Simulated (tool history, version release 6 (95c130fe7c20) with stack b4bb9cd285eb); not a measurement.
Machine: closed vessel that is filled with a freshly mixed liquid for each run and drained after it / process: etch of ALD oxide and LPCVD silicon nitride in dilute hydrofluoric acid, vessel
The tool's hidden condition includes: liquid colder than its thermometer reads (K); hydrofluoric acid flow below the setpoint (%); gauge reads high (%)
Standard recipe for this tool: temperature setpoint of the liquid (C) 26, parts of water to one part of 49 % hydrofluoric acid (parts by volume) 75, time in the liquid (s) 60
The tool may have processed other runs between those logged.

run	hour	temperature setpoint of the liquid (C)	parts of water to one part of 49 % hydrofluoric acid (parts by volume)	time in the liquid (s)	wafers since the last listed run	hours since the thermometer was replaced	hours since the hydrofluoric acid flow meter was replaced	hours since the gauge calibration	read-back film thickness of the ALD oxide reference wafer, read on the same gauge (nm)	read-back film thickness of the LPCVD silicon nitride reference wafer, read on the same gauge (nm)	thickness taken off the ALD oxide on a monitor wafer (angstrom)	thickness taken off the LPCVD silicon nitride on a monitor wafer (angstrom)
1	0	26	75	60	0	2109.9	613.7	53.1	140.05	60.017	163.1	4.19
2	18.5	26	75	60	2702	2128.4	632.2	71.6	140.01	59.991	168	3.85
3	61.9	26	75	60	6340	2171.8	675.6	115	139.99	59.999	164.4	3.68
4	73.6	26	75	60	1709	2183.5	687.3	126.7	139.98	60.034	162.1	4.07
5	82.7	26	75	60	1329	2192.6	696.4	135.8	139.99	60.008	164.5	3.63
6	96.7	23	75	60	2045	2206.6	710.4	149.8	140.04	59.999	144	3.14
7	110.1	23	75	60	1957	2220	723.8	163.2	139.99	60.005	144.2	3.11
8	117.2	23	75	60	1037	2227.1	730.9	170.3	139.96	59.987	142.2	3.31
9	131.9	26	75	60	2147	2241.8	745.6	185	140.01	59.984	161.4	3.69
10	142.7	26	75	60	1577	2252.6	756.4	195.8	139.98	60.026	162.4	3.97
11	153.7	29.5	75	60	1607	2263.6	767.4	206.8	140	59.995	184.7	4.94
12	164	26	75	60	1504	2273.9	777.7	217.1	139.99	59.979	161.5	3.96
# hour 168.5: gauge calibrated
13	175.8	28.5	105	60	1723	2285.7	789.5	7.3	140.03	59.981	122.5	3.05
14	183	31	75	30	1051	2292.9	796.7	14.5	140.02	60.029	97.8	2.78
15	197.2	30	100	75	2074	2307.1	810.9	28.7	139.99	60.033	165.7	4.45
# hour 201: thermometer replaced
# hour 201.5: hydrofluoric acid flow meter replaced
16	209	31	75	30	1502	8	7.5	40.5	140.01	59.985	113.4	2.99
17	224.3	31	75	30	2235	23.3	22.8	55.8	140.02	59.988	112.9	3.14
18	232	28	75	85	1124	31	30.5	63.5	140	60.002	284.7	6.64
19	245.9	27.5	110	70	2030	44.9	44.4	77.4	140.02	60.009	149.1	4.17
20	254.4	26	75	60	1241	53.4	52.9	85.9	139.98	59.982	185	4.72
21	268	26	75	80	1986	67	66.5	99.5	139.99	60.019	247.6	5.31

Across each entry between runs, compare the hidden state at the last listed run before it with the hidden state at the first listed run after it:
Run 12 -> run 13: gauge calibrated (hour 168.5)
  hydrofluoric acid flow below the setpoint (%): 12.9 -> 13
  measured result minus the result with no hidden state, thickness taken off the ALD oxide on a monitor wafer (angstrom): -26.6 -> -21.3; thickness taken off the LPCVD silicon nitride on a monitor wafer (angstrom): -0.58 -> -0.46
Run 15 -> run 16: thermometer replaced (hour 201); hydrofluoric acid flow meter replaced (hour 201.5)
  hydrofluoric acid flow below the setpoint (%): 13.3 -> 0.597
  measured result minus the result with no hidden state, thickness taken off the ALD oxide on a monitor wafer (angstrom): -29.6 -> -0.8; thickness taken off the LPCVD silicon nitride on a monitor wafer (angstrom): -0.69 -> -0.02
